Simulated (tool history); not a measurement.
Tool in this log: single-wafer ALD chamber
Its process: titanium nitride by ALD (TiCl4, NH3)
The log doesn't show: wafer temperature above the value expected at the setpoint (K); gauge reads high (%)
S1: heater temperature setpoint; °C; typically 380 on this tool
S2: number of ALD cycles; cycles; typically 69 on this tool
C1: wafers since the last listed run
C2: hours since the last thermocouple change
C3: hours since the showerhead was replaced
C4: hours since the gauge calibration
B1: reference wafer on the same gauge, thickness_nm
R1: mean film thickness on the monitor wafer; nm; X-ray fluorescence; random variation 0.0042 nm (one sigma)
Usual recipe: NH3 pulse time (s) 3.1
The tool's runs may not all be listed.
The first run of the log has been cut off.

run 2 hour=32.7 | S1=373 S2=69 NH3_pulse_time_(s)=3.1 | C1=73 C2=637.5 C3=2430.1 C4=673.2 | B1=1.502 | R1=1.672
run 3 hour=61 | S1=380 S2=69 NH3_pulse_time_(s)=3.1 | C1=63 C2=665.8 C3=2458.4 C4=701.5 | B1=1.503 | R1=1.685
run 4 hour=80.4 | S1=380 S2=69 NH3_pulse_time_(s)=3.1 | C1=43 C2=685.2 C3=2477.8 C4=720.9 | B1=1.504 | R1=1.683
run 5 hour=110.1 | S1=380 S2=69 NH3_pulse_time_(s)=3.1 | C1=67 C2=714.9 C3=2507.5 C4=750.6 | B1=1.506 | R1=1.683
run 6 hour=193.4 | S1=380 S2=69 NH3_pulse_time_(s)=3.1 | C1=188 C2=798.2 C3=2590.8 C4=833.9 | B1=1.509 | R1=1.686
run 7 hour=216.1 | S1=380 S2=69 NH3_pulse_time_(s)=3.1 | C1=51 C2=820.9 C3=2613.5 C4=856.6 | B1=1.51 | R1=1.683
run 8 hour=248.3 | S1=380 S2=69 NH3_pulse_time_(s)=3.1 | C1=72 C2=853.1 C3=2645.7 C4=888.8 | B1=1.511 | R1=1.69
run 9 hour=270.3 | S1=380 S2=69 NH3_pulse_time_(s)=3.1 | C1=49 C2=875.1 C3=2667.7 C4=910.8 | B1=1.513 | R1=1.692
run 10 hour=285.4 | S1=380 S2=65 NH3_pulse_time_(s)=3.1 | C1=34 C2=890.2 C3=2682.8 C4=925.9 | B1=1.514 | R1=1.592
run 11 hour=316.1 | S1=380 S2=65 NH3_pulse_time_(s)=3.1 | C1=69 C2=920.9 C3=2713.5 C4=956.6 | B1=1.515 | R1=1.598
run 12 hour=328.1 | S1=380 S2=69 NH3_pulse_time_(s)=2.25 | C1=27 C2=932.9 C3=2725.5 C4=968.6 | B1=1.516 | R1=1.649
-- hour=341.2 showerhead replaced
run 13 hour=354.8 | S1=380 S2=69 NH3_pulse_time_(s)=3.1 | C1=42 C2=959.6 C3=13.6 C4=995.3 | B1=1.517 | R1=1.7
run 14 hour=370.7 | S1=380 S2=69 NH3_pulse_time_(s)=3.1 | C1=35 C2=975.5 C3=29.5 C4=1011.2 | B1=1.518 | R1=1.702
-- hour=383.8 gauge calibrated
run 15 hour=465.3 | S1=380 S2=69 NH3_pulse_time_(s)=3.1 | C1=213 C2=1070.1 C3=124.1 C4=81.5 | B1=1.495 | R1=1.663
run 16 hour=494 | S1=380 S2=69 NH3_pulse_time_(s)=3.93 | C1=64 C2=1098.8 C3=152.8 C4=110.2 | B1=1.495 | R1=1.7
run 17 hour=517.5 | S1=380 S2=69 NH3_pulse_time_(s)=3.93 | C1=53 C2=1122.3 C3=176.3 C4=133.7 | B1=1.495 | R1=1.699
run 18 hour=534.7 | S1=386 S2=69 NH3_pulse_time_(s)=3.1 | C1=38 C2=1139.5 C3=193.5 C4=150.9 | B1=1.495 | R1=1.679
run 19 hour=607 | S1=369 S2=69 NH3_pulse_time_(s)=3.1 | C1=163 C2=1211.8 C3=265.8 C4=223.2 | B1=1.496 | R1=1.65
run 20 hour=622.3 | S1=368 S2=79 NH3_pulse_time_(s)=2.79 | C1=34 C2=1227.1 C3=281.1 C4=238.5 | B1=1.495 | R1=1.868
run 21 hour=653.1 | S1=387 S2=75 NH3_pulse_time_(s)=3.93 | C1=69 C2=1257.9 C3=311.9 C4=269.3 | B1=1.497 | R1=1.85
-- hour=675.1 thermocouple changed; heater temperature recalibrated
run 22 hour=678.4 | S1=380 S2=69 NH3_pulse_time_(s)=3.1 | C1=39 C2=3.3 C3=337.2 C4=294.6 | B1=1.497 | R1=1.675
run 23 hour=700.3 | S1=380 S2=69 NH3_pulse_time_(s)=3.1 | C1=49 C2=25.2 C3=359.1 C4=316.5 | B1=1.497 | R1=1.676
run 24 hour=734.8 | S1=374 S2=57 NH3_pulse_time_(s)=3.71 | C1=77 C2=59.7 C3=393.6 C4=351 | B1=1.498 | R1=1.393
run 25 hour=760.9 | S1=380 S2=69 NH3_pulse_time_(s)=3.1 | C1=58 C2=85.8 C3=419.7 C4=377.1 | B1=1.498 | R1=1.671
run 26 hour=793.6 | S1=393 S2=75 NH3_pulse_time_(s)=3.79 | C1=73 C2=118.5 C3=452.4 C4=409.8 | B1=1.499 | R1=1.859

Run 27 has not been measured yet. What should we expect?
run 27 hour=822.4 | S1=380 S2=69 NH3_pulse_time_(s)=3.1 | C1=65 C2=147.3 C3=481.2 C4=438.6 | B1=? | R1=?

{"run 27": {"B1": 1.499, "R1": 1.682}}
Were there no unlogged condition in the tool, this run, its random variation unchanged, would have produced R1 1.672 nm.
